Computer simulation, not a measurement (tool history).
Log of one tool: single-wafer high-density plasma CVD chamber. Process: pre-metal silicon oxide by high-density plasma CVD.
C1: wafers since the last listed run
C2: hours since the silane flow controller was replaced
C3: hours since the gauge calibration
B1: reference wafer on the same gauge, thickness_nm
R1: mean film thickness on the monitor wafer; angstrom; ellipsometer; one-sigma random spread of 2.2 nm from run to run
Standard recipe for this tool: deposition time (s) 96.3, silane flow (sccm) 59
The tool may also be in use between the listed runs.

Run 1, hour 0.0: usual settings; C1 0; C2 1712.3; C3 202.6; B1 565.358. Result: R1 4870.86 angstrom.
Run 2, hour 94.9: usual settings but deposition time (s) 109.9; C1 1822; C2 1807.2; C3 297.5; B1 565.602. Result: R1 5519.64 angstrom.
Run 3, hour 147.2: usual settings but deposition time (s) 109.9; C1 1004; C2 1859.5; C3 349.8; B1 565.733. Result: R1 5508.01 angstrom.
Run 4, hour 228.3: usual settings but deposition time (s) 109.9; C1 1557; C2 1940.6; C3 430.9; B1 565.884. Result: R1 5557.32 angstrom.
Run 5, hour 275.0: usual settings; C1 896; C2 1987.3; C3 477.6; B1 566.443. Result: R1 4844.82 angstrom.
Run 6, hour 362.3: usual settings; C1 1676; C2 2074.6; C3 564.9; B1 565.634. Result: R1 4867.79 angstrom.
Run 7, hour 398.7: usual settings; C1 698; C2 2111.0; C3 601.3; B1 566.582. Result: R1 4829.34 angstrom.
Run 8, hour 474.8: usual settings but deposition time (s) 105.1; C1 1461; C2 2187.1; C3 677.4; B1 565.808. Result: R1 5280.42 angstrom.
Run 9, hour 532.8: usual settings but deposition time (s) 105.1; C1 1113; C2 2245.1; C3 735.4; B1 565.883. Result: R1 5324.66 angstrom.
At hour 541.1: gauge calibrated.
At hour 556.0: silane flow controller replaced.
Run 10, hour 626.4: usual settings but deposition time (s) 114.8, silane flow (sccm) 52; C1 1643; C2 70.4; C3 85.3; B1 566.362. Result: R1 5347.90 angstrom.
Run 11, hour 700.9: usual settings but deposition time (s) 85.2, silane flow (sccm) 47; C1 1430; C2 144.9; C3 159.8; B1 565.980. Result: R1 3554.78 angstrom.
Run 12, hour 810.3: usual settings but deposition time (s) 78.1, silane flow (sccm) 50; C1 2100; C2 254.3; C3 269.2; B1 566.093. Result: R1 3502.35 angstrom.
Run 13, hour 888.4: usual settings but deposition time (s) 79.3, silane flow (sccm) 63; C1 1499; C2 332.4; C3 347.3; B1 566.573. Result: R1 4440.18 angstrom.
Run 14, hour 982.4: usual settings but deposition time (s) 79.3, silane flow (sccm) 63; C1 1805; C2 426.4; C3 441.3; B1 566.194. Result: R1 4378.09 angstrom.
Run 15, hour 1065.0: usual settings but silane flow (sccm) 63; C1 1586; C2 509.0; C3 523.9; B1 566.022. Result: R1 5302.03 angstrom.
Run 16, hour 1162.6: usual settings but deposition time (s) 87.4, silane flow (sccm) 54; C1 1874; C2 606.6; C3 621.5; B1 565.903. Result: R1 4120.26 angstrom.
Run 17, hour 1246.1: usual settings but deposition time (s) 79.3, silane flow (sccm) 63; C1 1603; C2 690.1; C3 705.0; B1 565.571. Result: R1 4332.48 angstrom.
Run 18, hour 1300.5: usual settings but deposition time (s) 112.9, silane flow (sccm) 50; C1 1044; C2 744.5; C3 759.4; B1 566.031. Result: R1 4929.08 angstrom.
At hour 1332.3: gauge calibrated.
Run 19, hour 1353.5: usual settings; C1 1017; C2 797.5; C3 21.2; B1 566.394. Result: R1 4926.64 angstrom.

Each row is a separate what-if for the run after 19, all from the same tool condition, not one after another. Results?
Run A, hour 1353.9: usual settings; C1 7; C2 797.9; C3 21.6; B1 ?. Result: R1 ?.
Run B, hour 1353.9: usual settings but deposition time (s) 108.1; C1 7; C2 797.9; C3 21.6; B1 ?. Result: R1 ?.
Run C, hour 1353.9: usual settings but deposition time (s) 85.1, silane flow (sccm) 62; C1 7; C2 797.9; C3 21.6; B1 ?. Result: R1 ?.
Run D, hour 1353.9: usual settings but deposition time (s) 77.9; C1 7; C2 797.9; C3 21.6; B1 ?. Result: R1 ?.

run       B1       R1
  A  566.103  4935.05
  B  566.103  5539.77
  C  566.103  4582.84
  D  566.103  3992.12
The same runs, with their run-to-run variation unchanged, on a tool lacking any hidden condition would have given:
run       R1
  A  5154.86
  B  5786.51
  C  4786.96
  D  4169.93
